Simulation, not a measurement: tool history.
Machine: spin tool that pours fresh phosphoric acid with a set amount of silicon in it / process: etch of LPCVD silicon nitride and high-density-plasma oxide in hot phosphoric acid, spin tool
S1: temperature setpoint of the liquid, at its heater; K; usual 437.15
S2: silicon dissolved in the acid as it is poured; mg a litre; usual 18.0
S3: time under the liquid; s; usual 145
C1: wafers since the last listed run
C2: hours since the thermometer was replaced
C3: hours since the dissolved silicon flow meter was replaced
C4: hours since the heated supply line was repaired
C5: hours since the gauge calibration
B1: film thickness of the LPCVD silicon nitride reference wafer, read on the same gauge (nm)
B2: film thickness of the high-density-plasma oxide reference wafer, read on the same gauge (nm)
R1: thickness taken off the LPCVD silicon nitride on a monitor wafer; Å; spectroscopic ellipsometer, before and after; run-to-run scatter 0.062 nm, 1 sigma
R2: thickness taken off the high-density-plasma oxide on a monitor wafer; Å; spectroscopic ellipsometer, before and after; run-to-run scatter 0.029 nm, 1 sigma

run	day	S1	S2	S3	C1	C2	C3	C4	C5	B1	B2	R1	R2
1	0.000	437.15	18.0	145	0	1729.5	901.3	2563.4	520.1	39.98	59.985	133.1	7.92
2	0.400	437.15	18.0	145	46	1739.1	910.9	2573.0	529.7	40.01	59.977	133.8	6.88
# day 0.517: gauge calibrated
3	1.012	435.15	23.0	145	71	1753.8	925.6	2587.7	11.9	40.03	60.021	125.8	5.24
4	1.625	438.65	9.0	180	71	1768.5	940.3	2602.4	26.6	40.00	59.989	173.2	13.26
# day 2.225: thermometer replaced
5	2.250	435.65	29.5	145	68	0.6	955.3	2617.4	41.6	39.97	60.006	132.7	5.07
6	2.862	437.15	18.0	195	71	15.3	970.0	2632.1	56.3	39.97	60.016	185.4	11.53
7	3.338	438.65	32.5	175	55	26.7	981.4	2643.5	67.7	40.04	59.991	175.8	6.81
8	4.396	437.15	18.0	145	124	52.1	1006.8	2668.9	93.1	39.98	60.014	139.2	7.62
9	4.846	437.15	18.0	145	52	62.9	1017.6	2679.7	103.9	40.03	60.003	137.9	7.58
# day 5.050: dissolved silicon flow meter replaced
10	5.392	435.15	10.5	145	59	76.0	8.2	2692.8	117.0	39.99	60.010	130.2	8.80
11	5.800	437.15	18.0	145	47	85.8	18.0	2702.6	126.8	40.00	59.997	139.5	8.46
12	6.104	439.15	30.0	70	35	93.1	25.3	2709.9	134.1	39.99	59.996	71.1	2.81
13	6.642	437.15	18.0	145	63	106.0	38.2	2722.8	147.0	40.04	59.986	139.7	8.68
# day 6.871: thermometer replaced, repeated, since the last time left the tool worse
14	7.083	437.15	18.0	145	46	5.1	48.8	2733.4	157.6	40.01	59.992	125.3	6.75
# day 7.571: heated supply line repaired
15	7.608	435.15	18.0	200	56	17.7	61.4	0.9	170.2	39.96	59.993	160.4	7.53
16	8.254	439.65	18.0	145	75	33.2	76.9	16.4	185.7	40.03	60.008	135.6	7.85
17	10.304	437.15	18.0	145	240	82.4	126.1	65.6	234.9	40.06	59.994	125.6	6.17
18	11.804	437.15	18.0	85	176	118.4	162.1	101.6	270.9	40.05	60.023	73.5	3.82
19	12.362	435.65	8.0	210	65	131.8	175.5	115.0	284.3	40.04	60.011	172.7	9.31
20	12.625	437.15	18.0	145	30	138.1	181.8	121.3	290.6	39.99	60.005	124.5	6.27
21	13.238	434.15	26.0	190	71	152.8	196.5	136.0	305.3	39.98	59.996	149.5	5.27
22	13.854	437.15	18.0	145	72	167.6	211.3	150.8	320.1	40.07	60.011	125.3	5.95

Exercise: give the hidden state of the tool at every run:
dissolved silicon flow above the setpoint (%): 0 across all the runs
temperature lost on the way to the wafer (K): 0 across all the runs
gauge reads high (%): 0 across all the runs
H1: liquid hotter than its thermometer reads (K)
run	H1
1	2
2	2.01
3	2.02
4	2.04
5	3.13
6	3.15
7	3.16
8	3.19
9	3.2
10	3.21
11	3.22
12	3.23
13	3.24
14	0.00723
15	0.0209
16	0.0378
17	0.0913
18	0.131
19	0.145
20	0.152
21	0.168
22	0.184
